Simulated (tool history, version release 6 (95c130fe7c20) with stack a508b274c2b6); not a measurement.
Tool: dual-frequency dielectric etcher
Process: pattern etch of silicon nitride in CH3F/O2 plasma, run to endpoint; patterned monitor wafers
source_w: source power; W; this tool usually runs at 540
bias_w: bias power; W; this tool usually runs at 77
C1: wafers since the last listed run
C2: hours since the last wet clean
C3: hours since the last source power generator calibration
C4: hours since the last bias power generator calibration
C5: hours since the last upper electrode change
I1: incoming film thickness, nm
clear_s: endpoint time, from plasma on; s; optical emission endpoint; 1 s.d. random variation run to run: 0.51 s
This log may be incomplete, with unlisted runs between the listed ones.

run 1 day=0 | source_w=620 bias_w=77 | C1=0 C2=351.1 C3=3855.6 C4=1762.2 C5=4955.4 | I1=54.4 | clear_s=53.5
run 2 day=0.629 | source_w=620 bias_w=77 | C1=114 C2=366.2 C3=3870.7 C4=1777.3 C5=4970.5 | I1=55.1 | clear_s=53.4
run 3 day=1.725 | source_w=620 bias_w=77 | C1=198 C2=392.5 C3=3897 C4=1803.6 C5=4996.8 | I1=54.5 | clear_s=53.3
run 4 day=2.917 | source_w=540 bias_w=77 | C1=216 C2=421.1 C3=3925.6 C4=1832.2 C5=5025.4 | I1=54 | clear_s=55.1
run 5 day=4.2 | source_w=540 bias_w=77 | C1=232 C2=451.9 C3=3956.4 C4=1863 C5=5056.2 | I1=54.5 | clear_s=55.7
run 6 day=5.371 | source_w=540 bias_w=77 | C1=212 C2=480 C3=3984.5 C4=1891.1 C5=5084.3 | I1=54.8 | clear_s=55.5
run 7 day=6.25 | source_w=540 bias_w=77 | C1=159 C2=501.1 C3=4005.6 C4=1912.2 C5=5105.4 | I1=54.2 | clear_s=55.1
run 8 day=7.192 | source_w=570 bias_w=77 | C1=170 C2=523.7 C3=4028.2 C4=1934.8 C5=5128 | I1=54.7 | clear_s=54.3
-- day=8.771 bias power generator calibrated
-- day=9.192 upper electrode replaced
-- day=9.617 wet clean of the chamber
run 9 day=11.367 | source_w=570 bias_w=77 | C1=573 C2=42 C3=4128.4 C4=62.3 C5=52.2 | I1=54.3 | clear_s=55.9
run 10 day=12.312 | source_w=540 bias_w=77 | C1=171 C2=64.7 C3=4151.1 C4=85 C5=74.9 | I1=54.8 | clear_s=57.8
-- day=12.767 source power generator calibrated
run 11 day=13.662 | source_w=540 bias_w=77 | C1=214 C2=97.1 C3=21.5 C4=117.4 C5=107.3 | I1=54.4 | clear_s=57.5
run 12 day=14.892 | source_w=540 bias_w=77 | C1=223 C2=126.6 C3=51 C4=146.9 C5=136.8 | I1=55.5 | clear_s=57.4
run 13 day=15.708 | source_w=600 bias_w=86 | C1=148 C2=146.2 C3=70.6 C4=166.5 C5=156.4 | I1=54.1 | clear_s=52.7
run 14 day=17.146 | source_w=540 bias_w=77 | C1=260 C2=180.7 C3=105.1 C4=201 C5=190.9 | I1=54.8 | clear_s=57.4
run 15 day=17.708 | source_w=670 bias_w=92 | C1=102 C2=194.2 C3=118.6 C4=214.5 C5=204.4 | I1=54.8 | clear_s=50.5
run 16 day=18.571 | source_w=540 bias_w=77 | C1=156 C2=214.9 C3=139.3 C4=235.2 C5=225.1 | I1=55 | clear_s=57.6
run 17 day=19.133 | source_w=420 bias_w=63 | C1=102 C2=228.4 C3=152.8 C4=248.7 C5=238.6 | I1=54.8 | clear_s=65.3
run 18 day=20.229 | source_w=540 bias_w=66 | C1=198 C2=254.7 C3=179.1 C4=275 C5=264.9 | I1=55.3 | clear_s=59.4
run 19 day=21.633 | source_w=590 bias_w=77 | C1=254 C2=288.4 C3=212.8 C4=308.7 C5=298.6 | I1=54.7 | clear_s=55.1
run 20 day=23.104 | source_w=600 bias_w=61 | C1=266 C2=323.7 C3=248.1 C4=344 C5=333.9 | I1=54.6 | clear_s=57.4
run 21 day=24.242 | source_w=540 bias_w=77 | C1=206 C2=351 C3=275.4 C4=371.3 C5=361.2 | I1=54.5 | clear_s=56.6
run 22 day=24.879 | source_w=540 bias_w=77 | C1=115 C2=366.3 C3=290.7 C4=386.6 C5=376.5 | I1=54.9 | clear_s=56.1
run 23 day=26.983 | source_w=540 bias_w=95 | C1=381 C2=416.8 C3=341.2 C4=437.1 C5=427 | I1=54.7 | clear_s=53.2
run 24 day=27.558 | source_w=500 bias_w=69 | C1=104 C2=430.6 C3=355 C4=450.9 C5=440.8 | I1=54.5 | clear_s=58.9

Here are 3 independent what-if runs from the current tool condition. What would each one return?
run A day=27.579 | source_w=540 bias_w=67 | C1=3 C2=431.1 C3=355.5 C4=451.4 C5=441.3 | I1=54.3 | clear_s=?
run B day=27.579 | source_w=600 bias_w=87 | C1=3 C2=431.1 C3=355.5 C4=451.4 C5=441.3 | I1=54.3 | clear_s=?
run C day=27.579 | source_w=410 bias_w=69 | C1=3 C2=431.1 C3=355.5 C4=451.4 C5=441.3 | I1=54.3 | clear_s=?

run=A clear_s=57.8
run=B clear_s=51.8
run=C clear_s=63.3
With the hidden condition removed and each run's random variation left untouched, the same runs would have given:
run=A clear_s=59.6
run=B clear_s=53.5
run=C clear_s=65.3
